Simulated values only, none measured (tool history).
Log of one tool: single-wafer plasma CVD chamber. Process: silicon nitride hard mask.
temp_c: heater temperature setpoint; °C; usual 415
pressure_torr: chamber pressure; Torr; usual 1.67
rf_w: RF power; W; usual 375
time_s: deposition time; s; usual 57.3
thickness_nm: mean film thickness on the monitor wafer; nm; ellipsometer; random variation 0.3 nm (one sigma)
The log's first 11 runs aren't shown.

| run | day | temp_c | pressure_torr | rf_w | time_s | read-back reference wafer on the same gauge, thickness_nm | thickness_nm |
|---|---|---|---|---|---|---|---|
| 12 | 5.942 | 428 | 1.30 | 440 | 57.3 | 89.148 | 84.649 |
| 13 | 6.404 | 415 | 1.67 | 375 | 57.3 | 89.091 | 82.921 |
| 14 | 6.704 | 415 | 1.67 | 375 | 57.3 | 89.087 | 82.889 |
| 15 | 7.096 | 415 | 1.67 | 375 | 57.3 | 89.100 | 83.042 |
|  | 7.558 | capacitance manometer re-zeroed and calibrated |
|  | 7.638 | gauge calibrated |
| 16 | 7.804 | 421 | 1.67 | 430 | 57.3 | 88.978 | 87.491 |
| 17 | 8.262 | 415 | 1.67 | 375 | 57.3 | 89.154 | 82.960 |
| 18 | 8.658 | 424 | 1.67 | 375 | 57.3 | 89.097 | 82.386 |
| 19 | 9.117 | 415 | 1.67 | 375 | 57.3 | 89.214 | 82.889 |
| 20 | 9.462 | 408 | 1.67 | 375 | 57.3 | 89.054 | 83.182 |
| 21 | 10.058 | 405 | 1.67 | 330 | 57.3 | 88.998 | 79.157 |
| 22 | 10.483 | 415 | 1.67 | 375 | 57.3 | 89.157 | 83.000 |
| 23 | 11.221 | 423 | 1.67 | 300 | 64.1 | 89.042 | 85.910 |
| 24 | 11.862 | 402 | 1.36 | 375 | 57.3 | 89.074 | 81.277 |
| 25 | 12.408 | 415 | 1.67 | 375 | 62.5 | 89.005 | 90.142 |
| 26 | 12.758 | 415 | 1.67 | 375 | 57.3 | 88.957 | 82.573 |
| 27 | 13.488 | 415 | 1.67 | 375 | 57.3 | 89.271 | 82.754 |
| 28 | 13.883 | 429 | 1.67 | 375 | 65.6 | 89.039 | 94.043 |
| 29 | 14.438 | 408 | 1.67 | 375 | 49.5 | 89.206 | 71.851 |
| 30 | 15.054 | 408 | 1.89 | 375 | 57.3 | 89.320 | 84.012 |

Forecast each of these 3 alternatives for the next run:
| A | 15.071 | 415 | 1.67 | 375 | 57.3 | ? | ? |
| B | 15.071 | 415 | 1.39 | 375 | 49.8 | ? | ? |
| C | 15.071 | 408 | 1.83 | 375 | 57.3 | ? | ? |

| run | read-back reference wafer on the same gauge, thickness_nm | thickness_nm |
|---|---|---|
| A | 89.063 | 83.190 |
| B | 89.063 | 70.752 |
| C | 89.063 | 84.440 |
Without the tool's hidden state the same runs would have given:
| run | thickness_nm |
|---|---|
| A | 83.832 |
| B | 71.299 |
| C | 85.092 |
